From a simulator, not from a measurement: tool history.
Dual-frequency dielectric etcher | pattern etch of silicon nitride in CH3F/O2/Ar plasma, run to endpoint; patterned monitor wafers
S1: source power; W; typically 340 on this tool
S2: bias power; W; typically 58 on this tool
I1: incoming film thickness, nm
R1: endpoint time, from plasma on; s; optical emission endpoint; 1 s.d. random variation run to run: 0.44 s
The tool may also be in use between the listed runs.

Run 1, hour 0.0: usual settings but S1 400 W; I1 32.62. Result: R1 54.5 s.
Run 2, hour 18.7: usual settings but S1 310 W; I1 32.77. Result: R1 59.5 s.
Run 3, hour 35.7: usual settings but S1 310 W; I1 32.63. Result: R1 58.8 s.
Run 4, hour 69.0: usual settings but S1 310 W; I1 32.53. Result: R1 58.3 s.
Run 5, hour 94.0: usual settings but S1 390 W, S2 62 W; I1 32.73. Result: R1 53.4 s.
Run 6, hour 114.1: usual settings; I1 32.63. Result: R1 55.8 s.
At hour 131.9: bias power generator calibrated.
Run 7, hour 132.4: usual settings; I1 32.61. Result: R1 57.0 s.
Run 8, hour 153.3: usual settings but S1 300 W, S2 45 W; I1 32.51. Result: R1 65.4 s.
At hour 204.6: upper electrode replaced, of another model than before.
At hour 227.5: wet clean of the chamber.
Run 9, hour 228.0: usual settings but S1 400 W, S2 53 W; I1 32.70. Result: R1 58.0 s.
Run 10, hour 228.3: usual settings but S1 300 W, S2 50 W; I1 32.50. Result: R1 62.2 s.
At hour 232.4: source power generator calibrated.
Run 11, hour 232.9: usual settings; I1 32.37. Result: R1 58.0 s.
Run 12, hour 274.6: usual settings but S2 66 W; I1 32.41. Result: R1 55.6 s.
Run 13, hour 293.9: usual settings but S1 410 W, S2 65 W; I1 32.70. Result: R1 53.7 s.
Run 14, hour 311.0: usual settings but S2 52 W; I1 32.59. Result: R1 60.4 s.
Run 15, hour 332.0: usual settings but S1 260 W, S2 50 W; I1 32.29. Result: R1 62.3 s.

Below are 3 alternative next runs, each starting from the tool's condition after run 15. Predict each:
Run A, hour 332.4: usual settings but S2 64 W; I1 32.68. Result: R1 ?.
Run B, hour 332.4: usual settings but S1 370 W, S2 67 W; I1 32.68. Result: R1 ?.
Run C, hour 332.4: usual settings but S1 320 W, S2 70 W; I1 32.68. Result: R1 ?.

run    R1
  A  55.8
  B  54.3
  C  55.0
Had the tool no hidden state, the same runs would have come out as:
run    R1
  A  56.7
  B  55.1
  C  55.8
